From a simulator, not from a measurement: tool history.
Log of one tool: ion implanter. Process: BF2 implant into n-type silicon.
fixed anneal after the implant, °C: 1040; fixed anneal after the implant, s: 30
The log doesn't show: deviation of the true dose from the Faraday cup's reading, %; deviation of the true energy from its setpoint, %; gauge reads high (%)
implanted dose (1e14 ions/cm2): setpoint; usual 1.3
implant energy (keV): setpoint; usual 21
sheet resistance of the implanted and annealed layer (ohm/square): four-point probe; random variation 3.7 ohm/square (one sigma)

run	hour	implanted dose (1e14 ions/cm2)	implant energy (keV)	wafers since the last listed run	hours since the last dose calibration	hours since the extraction supply was calibrated	hours since the gauge calibration	read-back reference wafer on the same gauge, sheet resistance	sheet resistance of the implanted and annealed layer (ohm/square)
1	0	1.3	21	0	1331	4150.2	234.1	788.37	790.57
2	25.8	1.3	21	542	1356.8	4176	259.9	787.21	794.21
3	66.2	1.3	21	849	1397.2	4216.4	300.3	788.18	796.86
4	93.4	1.16	24.5	571	1424.4	4243.6	327.5	787.58	855.53
5	160	1.16	24.5	1400	1491	4310.2	394.1	788.38	866.76
6	184.5	1.3	21	515	1515.5	4334.7	418.6	787.78	797.04
7	227.4	1.3	21	902	1558.4	4377.6	461.5	787.86	796.73
8	271.3	1.3	21	923	1602.3	4421.5	505.4	788.06	801.11
9	335.2	1.18	21	1343	1666.2	4485.4	569.3	788.51	872.71
10	371.3	1.18	21	759	1702.3	4521.5	605.4	787.59	867.7
11	426.2	1.18	21	1154	1757.2	4576.4	660.3	788.07	882.65
# hour 519: extraction supply calibrated
# hour 541.2: Faraday cup replaced and dose calibrated
12	590.6	1.3	23.5	3120	49.4	71.6	824.7	788.14	805.84
13	628.9	1.3	21	805	87.7	109.9	863	787.79	832.34
14	655.9	1.3	21	567	114.7	136.9	890	788.54	819.97
15	694.2	1.3	21	805	153	175.2	928.3	787.56	826.45
16	749	1.44	25	1152	207.8	230	983.1	787.9	740.97
17	779.2	1.04	26	635	238	260.2	1013.3	787.46	965.01
# hour 882.3: Faraday cup replaced and dose calibrated, repeated, since the last time left the tool worse
18	964.1	1.3	21	3719	81.8	445.1	1198.2	788.74	779.69
19	1002.6	1.02	25	809	120.3	483.6	1236.7	788.07	941.39
20	1073.2	0.96	18.5	1484	190.9	554.2	1307.3	788.04	1022.54
21	1135.3	1.18	21	1305	253	616.3	1369.4	788	850.25
# hour 1176.9: gauge calibrated
22	1226.8	1.3	21	1924	344.5	707.8	49.9	787.95	781.98
23	1270.4	0.95	26	916	388.1	751.4	93.5	788.01	985.87
24	1337	1.3	25.5	1400	454.7	818	160.1	787.85	763.03
25	1391.9	1.58	18.5	1154	509.6	872.9	215	787.84	675.8

Forecast run 26:
26	1417.7	1.5	14	542	535.4	898.7	240.8	?	?

{"run 26": {"read-back reference wafer on the same gauge, sheet resistance": 788.1, "sheet resistance of the implanted and annealed layer (ohm/square)": 727.5}}
Without the tool's hidden state the same run would have given sheet resistance of the implanted and annealed layer (ohm/square) 724.88.
